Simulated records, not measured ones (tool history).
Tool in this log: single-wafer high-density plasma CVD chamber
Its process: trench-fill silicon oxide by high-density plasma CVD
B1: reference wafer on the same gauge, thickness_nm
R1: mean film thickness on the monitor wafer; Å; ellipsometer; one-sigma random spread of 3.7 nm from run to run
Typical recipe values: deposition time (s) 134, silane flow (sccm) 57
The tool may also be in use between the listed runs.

Run 1, hour 0: usual settings; B1 844.168. Result: R1 7935.32 Å.
Run 2, hour 37.8: usual settings; B1 843.034. Result: R1 7965.93 Å.
Run 3, hour 72.6: usual settings; B1 844.734. Result: R1 7929.39 Å.
Run 4, hour 128.2: usual settings but deposition time (s) 123; B1 844.752. Result: R1 7294.44 Å.
Run 5, hour 171.8: usual settings but deposition time (s) 123; B1 844.831. Result: R1 7318.84 Å.
Run 6, hour 219.8: usual settings but deposition time (s) 123; B1 845.404. Result: R1 7426.85 Å.
Run 7, hour 279.5: usual settings but deposition time (s) 148, silane flow (sccm) 66; B1 843.775. Result: R1 10268.67 Å.
Run 8, hour 304.4: usual settings but deposition time (s) 148, silane flow (sccm) 66; B1 843.689. Result: R1 10264.64 Å.
At hour 329: gauge calibrated.
Run 9, hour 353.6: usual settings; B1 844.786. Result: R1 8034.37 Å.
Run 10, hour 387.5: usual settings; B1 843.853. Result: R1 8028.34 Å.
Run 11, hour 451.1: usual settings; B1 843.523. Result: R1 8037.54 Å.
Run 12, hour 498.6: usual settings; B1 844.224. Result: R1 8039.26 Å.
Run 13, hour 640.5: usual settings; B1 843.206. Result: R1 8027.15 Å.
Run 14, hour 702.2: usual settings but deposition time (s) 146, silane flow (sccm) 49; B1 843.37. Result: R1 7552.54 Å.
At hour 744.4: silane flow controller replaced.
Run 15, hour 761.7: usual settings; B1 844.922. Result: R1 7583.59 Å.
Run 16, hour 813.5: usual settings but silane flow (sccm) 53; B1 845.145. Result: R1 7027.46 Å.
Run 17, hour 876.5: usual settings but deposition time (s) 146; B1 843.681. Result: R1 8259.1 Å.
Run 18, hour 927.7: usual settings but deposition time (s) 151, silane flow (sccm) 66; B1 844.174. Result: R1 9797.23 Å.
Run 19, hour 991: usual settings; B1 844.789. Result: R1 7624.16 Å.
Run 20, hour 1032.6: usual settings but deposition time (s) 114, silane flow (sccm) 52; B1 843.867. Result: R1 5921.72 Å.
Run 21, hour 1083.4: usual settings; B1 843.921. Result: R1 7568 Å.
At hour 1093.4: gauge calibrated.
Run 22, hour 1135: usual settings but deposition time (s) 118, silane flow (sccm) 47; B1 843.268. Result: R1 5518.95 Å.
Run 23, hour 1167.4: usual settings; B1 844.172. Result: R1 7543.23 Å.
Run 24, hour 1211: usual settings but deposition time (s) 122, silane flow (sccm) 60; B1 844.131. Result: R1 7291.3 Å.
Run 25, hour 1262: usual settings; B1 844.786. Result: R1 7650.79 Å.
Run 26, hour 1325.7: usual settings but deposition time (s) 115; B1 844.549. Result: R1 6591.91 Å.
Run 27, hour 1385.5: usual settings but deposition time (s) 156, silane flow (sccm) 60; B1 844.659. Result: R1 9389.8 Å.

Predict each of these 5 candidate next runs independently; none follows another, all start after run 27:
Run A, hour 1385.9: usual settings; B1 ?. Result: R1 ?.
Run B, hour 1385.9: usual settings but deposition time (s) 161, silane flow (sccm) 50; B1 ?. Result: R1 ?.
Run C, hour 1385.9: usual settings but deposition time (s) 153, silane flow (sccm) 63; B1 ?. Result: R1 ?.
Run D, hour 1385.9: usual settings but deposition time (s) 153, silane flow (sccm) 46; B1 ?. Result: R1 ?.
Run E, hour 1385.9: usual settings but deposition time (s) 116, silane flow (sccm) 54; B1 ?. Result: R1 ?.

run       B1       R1
  A  844.161     7668
  B  844.161  8081.62
  C  844.161  9676.86
  D  844.161  7065.64
  E  844.161   6288.6
Stripped of hidden state, with their random variation kept, the same runs would have yielded:
run       R1
  A  7541.57
  B  7948.37
  C  9517.31
  D  6949.15
  E  6184.92
